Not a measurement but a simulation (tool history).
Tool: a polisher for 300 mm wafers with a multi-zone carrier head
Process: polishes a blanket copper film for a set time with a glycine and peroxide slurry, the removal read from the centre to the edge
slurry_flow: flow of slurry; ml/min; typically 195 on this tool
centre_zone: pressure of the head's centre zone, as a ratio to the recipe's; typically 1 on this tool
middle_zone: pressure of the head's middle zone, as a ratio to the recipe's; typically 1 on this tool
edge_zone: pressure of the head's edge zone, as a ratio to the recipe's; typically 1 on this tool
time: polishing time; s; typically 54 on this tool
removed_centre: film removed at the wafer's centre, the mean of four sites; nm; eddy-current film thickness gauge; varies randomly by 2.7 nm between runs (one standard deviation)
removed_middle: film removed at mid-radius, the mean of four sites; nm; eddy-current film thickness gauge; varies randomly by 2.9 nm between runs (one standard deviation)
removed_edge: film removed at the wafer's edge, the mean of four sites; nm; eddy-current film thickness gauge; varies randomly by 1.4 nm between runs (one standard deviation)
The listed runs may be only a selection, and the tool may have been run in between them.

| run | day | slurry_flow | centre_zone | middle_zone | edge_zone | time | wafers since the last listed run | wafers polished on this pad | hours since the slurry nozzle was cleaned | hours since the centre zone pressure was calibrated | hours since the edge zone pressure was calibrated | hours since the carrier head's membrane was replaced | incoming thickness of the incoming film, nm | removed_centre | removed_middle | removed_edge |
|---|---|---|---|---|---|---|---|---|---|---|---|---|---|---|---|---|
| 1 | 0 | 195 | 1 | 0.94 | 1 | 54 | 0 | 1198 | 359.2 | 320.1 | 1363 | 1342.8 | 2360.5 | 197 | 186.5 | 197.9 |
|  | 0.279 | centre zone pressure recalibrated |
|  | 5.446 | edge zone pressure recalibrated |
| 2 | 6.675 | 195 | 1 | 0.94 | 1 | 54 | 1554 | 2752 | 519.4 | 153.5 | 29.5 | 1503 | 2379.1 | 184.5 | 176.9 | 189.6 |
| 3 | 8.175 | 195 | 1 | 1 | 1 | 54 | 358 | 3110 | 555.4 | 189.5 | 65.5 | 1539 | 2320.2 | 182.7 | 187.4 | 187.9 |
| 4 | 10.15 | 195 | 1 | 1 | 1 | 54 | 471 | 3582 | 602.8 | 236.9 | 112.9 | 1586.4 | 2360.8 | 183.3 | 183.3 | 189.4 |
|  | 11.658 | worn pad replaced by a new one |
|  | 12.462 | carrier head's membrane replaced by a new one |
| 5 | 12.517 | 195 | 1 | 1 | 1 | 54 | 475 | 155 | 659.6 | 293.7 | 169.7 | 1.3 | 2357.3 | 205.7 | 211.3 | 208.6 |
|  | 13.421 | slurry nozzle cleaned |
| 6 | 14.704 | 195 | 1 | 1 | 1 | 54 | 512 | 668 | 30.8 | 346.2 | 222.2 | 53.8 | 2339.3 | 197.1 | 197.4 | 204.3 |
|  | 14.883 | centre zone pressure recalibrated |
| 7 | 15.917 | 195 | 1 | 1 | 1 | 54 | 269 | 937 | 59.9 | 24.8 | 251.3 | 82.9 | 2359.9 | 196.9 | 196.3 | 199.2 |
| 8 | 24.117 | 225 | 0.91 | 1 | 1 | 42 | 1958 | 2896 | 256.7 | 221.6 | 448.1 | 279.7 | 2370.5 | 133.5 | 153.2 | 150.1 |
|  | 24.833 | worn pad replaced by a new one |
| 9 | 26.571 | 195 | 1 | 1.06 | 1 | 37 | 546 | 414 | 315.6 | 280.5 | 507 | 338.6 | 2337 | 137.5 | 151.9 | 140.7 |
|  | 28.875 | centre zone pressure recalibrated |
| 10 | 29.083 | 155 | 1.08 | 1 | 1 | 54 | 580 | 995 | 375.9 | 5 | 567.3 | 398.9 | 2341.9 | 206.1 | 189.9 | 191.6 |
| 11 | 30.412 | 220 | 1 | 1 | 1 | 66 | 317 | 1312 | 407.8 | 36.9 | 599.2 | 430.8 | 2355 | 236.7 | 247.4 | 240.5 |
| 12 | 31.467 | 195 | 1 | 1 | 1 | 54 | 251 | 1564 | 433.1 | 62.2 | 624.5 | 456.1 | 2325.4 | 189.5 | 193.9 | 195 |
| 13 | 32.504 | 195 | 1 | 1 | 1 | 54 | 247 | 1811 | 458 | 87.1 | 649.4 | 481 | 2356.1 | 189.9 | 189.9 | 191.9 |
|  | 39.329 | worn pad replaced by a new one |
| 14 | 39.925 | 225 | 1.05 | 1 | 0.92 | 60 | 1732 | 142 | 636.1 | 265.2 | 827.5 | 659.1 | 2348.4 | 246.9 | 234.3 | 225.6 |
|  | 40.071 | slurry nozzle cleaned |
| 15 | 41.208 | 195 | 1 | 0.92 | 0.91 | 54 | 296 | 438 | 27.3 | 296 | 858.3 | 689.9 | 2345.6 | 194.9 | 185.3 | 193 |
|  | 42.671 | centre zone pressure recalibrated |
| 16 | 44.112 | 195 | 0.9 | 1 | 1 | 54 | 673 | 1112 | 97 | 34.6 | 928 | 759.6 | 2320.3 | 172.1 | 191 | 193.2 |
| 17 | 46.6 | 195 | 0.95 | 1 | 1 | 54 | 594 | 1706 | 156.7 | 94.3 | 987.7 | 819.3 | 2335 | 177 | 188 | 190.3 |
| 18 | 48.617 | 195 | 1 | 1 | 1 | 38 | 481 | 2187 | 205.1 | 142.7 | 1036.1 | 867.7 | 2370.7 | 128.6 | 132.8 | 130.2 |
| 19 | 51.246 | 195 | 1 | 1 | 0.9 | 60 | 627 | 2815 | 268.2 | 205.8 | 1099.2 | 930.8 | 2372.7 | 201.1 | 206.8 | 197.1 |
| 20 | 52.921 | 195 | 1 | 1 | 1 | 66 | 400 | 3215 | 308.4 | 246 | 1139.4 | 971 | 2406.3 | 220.1 | 225.8 | 224.7 |
| 21 | 55.104 | 195 | 1 | 1 | 1.12 | 54 | 521 | 3737 | 360.8 | 298.4 | 1191.8 | 1023.4 | 2327.3 | 177.1 | 185.6 | 194 |
|  | 55.738 | worn pad replaced by a new one |
| 22 | 57.017 | 195 | 1 | 1 | 1.11 | 54 | 416 | 305 | 406.7 | 344.3 | 1237.7 | 1069.3 | 2386.3 | 206.4 | 208.2 | 217.7 |

How the hidden state differs across the entries between the runs, from the last listed run before each to the first after it:
Logged between run 1 and run 2: centre zone pressure recalibrated (day 0.279); edge zone pressure recalibrated (day 5.446)
  removal rate lost through wear of the pad, %: 8.73 -> 12.1
  measured less the result without the state, removed_centre: -18.8 -> -25.5 nm; removed_middle: -17.9 -> -24.4 nm; removed_edge: -18.9 -> -26.1 nm
Logged between run 4 and run 5: worn pad replaced by a new one (day 11.658); carrier head's membrane replaced by a new one (day 12.462)
  removal rate lost through wear of the pad, %: 12.7 -> 2.25
  measured less the result without the state, removed_centre: -26.6 -> -4.7 nm; removed_middle: -26.7 -> -4.9 nm; removed_edge: -27.5 -> -4.8 nm
Logged between run 5 and run 6: slurry nozzle cleaned (day 13.421)
  removal rate lost through wear of the pad, %: 2.25 -> 6.05
  measured less the result without the state, removed_centre: -4.7 -> -12.7 nm; removed_middle: -4.9 -> -12.7 nm; removed_edge: -4.8 -> -13.2 nm
Logged between run 6 and run 7: centre zone pressure recalibrated (day 14.883)
  removal rate lost through wear of the pad, %: 6.05 -> 7.53
  measured less the result without the state, removed_centre: -12.7 -> -16 nm; removed_middle: -12.7 -> -15.9 nm; removed_edge: -13.2 -> -16.2 nm
Logged between run 8 and run 9: worn pad replaced by a new one (day 24.833)
  removal rate lost through wear of the pad, %: 11.8 -> 4.38
  measured less the result without the state, removed_centre: -18 -> -6.3 nm; removed_middle: -20.6 -> -6.9 nm; removed_edge: -20.2 -> -6.4 nm
Logged between run 9 and run 10: centre zone pressure recalibrated (day 28.875)
  removal rate lost through wear of the pad, %: 4.38 -> 7.93
  measured less the result without the state, removed_centre: -6.3 -> -17.8 nm; removed_middle: -6.9 -> -16.3 nm; removed_edge: -6.4 -> -16.5 nm
Logged between run 13 and run 14: worn pad replaced by a new one (day 39.329)
  removal rate lost through wear of the pad, %: 10.6 -> 3.82
  measured less the result without the state, removed_centre: -22.5 -> -9.8 nm; removed_middle: -22.5 -> -9.3 nm; removed_edge: -22.8 -> -8.9 nm
Logged between run 14 and run 15: slurry nozzle cleaned (day 40.071)
  removal rate lost through wear of the pad, %: 3.82 -> 6.38
  measured less the result without the state, removed_centre: -9.8 -> -13.3 nm; removed_middle: -9.3 -> -12.6 nm; removed_edge: -8.9 -> -13.2 nm
Logged between run 15 and run 16: centre zone pressure recalibrated (day 42.671)
  removal rate lost through wear of the pad, %: 6.38 -> 10.2
  measured less the result without the state, removed_centre: -13.3 -> -19.6 nm; removed_middle: -12.6 -> -21.7 nm; removed_edge: -13.2 -> -22 nm
Logged between run 21 and run 22: worn pad replaced by a new one (day 55.738)
  removal rate lost through wear of the pad, %: 14.5 -> 4.51
  measured less the result without the state, removed_centre: -30.1 -> -9.8 nm; removed_middle: -31.4 -> -9.9 nm; removed_edge: -32.9 -> -10.3 nm
